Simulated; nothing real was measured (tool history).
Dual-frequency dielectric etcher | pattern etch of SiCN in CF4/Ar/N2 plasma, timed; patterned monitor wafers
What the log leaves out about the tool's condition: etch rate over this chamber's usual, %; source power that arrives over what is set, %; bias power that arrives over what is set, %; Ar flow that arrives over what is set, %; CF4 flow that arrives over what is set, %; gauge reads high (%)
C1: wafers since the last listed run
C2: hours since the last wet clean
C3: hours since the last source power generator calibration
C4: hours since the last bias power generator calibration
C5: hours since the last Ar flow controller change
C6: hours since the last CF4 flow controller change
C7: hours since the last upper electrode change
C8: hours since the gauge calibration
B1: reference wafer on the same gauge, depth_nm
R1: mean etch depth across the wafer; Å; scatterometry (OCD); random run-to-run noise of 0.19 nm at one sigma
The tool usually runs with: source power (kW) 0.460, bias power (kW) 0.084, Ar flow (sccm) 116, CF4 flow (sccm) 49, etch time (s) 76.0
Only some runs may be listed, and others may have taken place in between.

Run 1, hour 0.0: usual settings; C1 0; C2 45.7; C3 50.9; C4 27.5; C5 14.7; C6 2585.3; C7 2566.1; C8 546.0; B1 54.1. Result: R1 663 Å.
Run 2, hour 100.9: usual settings; C1 1500; C2 146.6; C3 151.8; C4 128.4; C5 115.6; C6 2686.2; C7 2667.0; C8 646.9; B1 54.0. Result: R1 668 Å.
Run 3, hour 116.5: usual settings but bias power (kW) 0.090, etch time (s) 58.0; C1 231; C2 162.2; C3 167.4; C4 144.0; C5 131.2; C6 2701.8; C7 2682.6; C8 662.5; B1 54.0. Result: R1 521 Å.
At hour 141.1: CF4 flow controller replaced.
Run 4, hour 149.8: usual settings; C1 405; C2 195.5; C3 200.7; C4 177.3; C5 164.5; C6 8.7; C7 2715.9; C8 695.8; B1 54.0. Result: R1 669 Å.
Run 5, hour 166.2: usual settings but Ar flow (sccm) 125; C1 243; C2 211.9; C3 217.1; C4 193.7; C5 180.9; C6 25.1; C7 2732.3; C8 712.2; B1 54.0. Result: R1 663 Å.
Run 6, hour 181.3: usual settings but Ar flow (sccm) 108, etch time (s) 64.5; C1 224; C2 227.0; C3 232.2; C4 208.8; C5 196.0; C6 40.2; C7 2747.4; C8 727.3; B1 54.0. Result: R1 574 Å.
Run 7, hour 209.2: usual settings but source power (kW) 0.540, bias power (kW) 0.076, Ar flow (sccm) 127, CF4 flow (sccm) 45; C1 414; C2 254.9; C3 260.1; C4 236.7; C5 223.9; C6 68.1; C7 2775.3; C8 755.2; B1 54.0. Result: R1 684 Å.
Run 8, hour 229.4: usual settings but source power (kW) 0.410; C1 300; C2 275.1; C3 280.3; C4 256.9; C5 244.1; C6 88.3; C7 2795.5; C8 775.4; B1 54.0. Result: R1 642 Å.
Run 9, hour 261.0: usual settings but source power (kW) 0.530; C1 469; C2 306.7; C3 311.9; C4 288.5; C5 275.7; C6 119.9; C7 2827.1; C8 807.0; B1 54.0. Result: R1 724 Å.
Run 10, hour 276.7: usual settings; C1 233; C2 322.4; C3 327.6; C4 304.2; C5 291.4; C6 135.6; C7 2842.8; C8 822.7; B1 54.0. Result: R1 677 Å.
At hour 278.9: gauge calibrated.
Run 11, hour 307.8: usual settings but bias power (kW) 0.094, Ar flow (sccm) 141, CF4 flow (sccm) 44; C1 462; C2 353.5; C3 358.7; C4 335.3; C5 322.5; C6 166.7; C7 2873.9; C8 28.9; B1 54.0. Result: R1 669 Å.
At hour 333.0: upper electrode replaced.
At hour 360.0: wet clean of the chamber.
Run 12, hour 360.5: usual settings but bias power (kW) 0.091, Ar flow (sccm) 144; C1 69; C2 0.5; C3 411.4; C4 388.0; C5 375.2; C6 219.4; C7 27.5; C8 81.6; B1 54.0. Result: R1 646 Å.
Run 13, hour 372.9: usual settings but source power (kW) 0.530, bias power (kW) 0.078, Ar flow (sccm) 106; C1 184; C2 12.9; C3 423.8; C4 400.4; C5 387.6; C6 231.8; C7 39.9; C8 94.0; B1 54.0. Result: R1 698 Å.
Run 14, hour 390.6: usual settings but bias power (kW) 0.074; C1 263; C2 30.6; C3 441.5; C4 418.1; C5 405.3; C6 249.5; C7 57.6; C8 111.7; B1 54.0. Result: R1 634 Å.

Predict the results of run 15:
Run 15, hour 418.5: usual settings but source power (kW) 0.550, bias power (kW) 0.095, CF4 flow (sccm) 41, etch time (s) 58.0; C1 414; C2 58.5; C3 469.4; C4 446.0; C5 433.2; C6 277.4; C7 85.5; C8 139.6; B1 ?. Result: R1 ?.

B1: 54.0
R1: 547 Å
Minus the tool's unlogged condition, the same run would have read R1 546 Å.
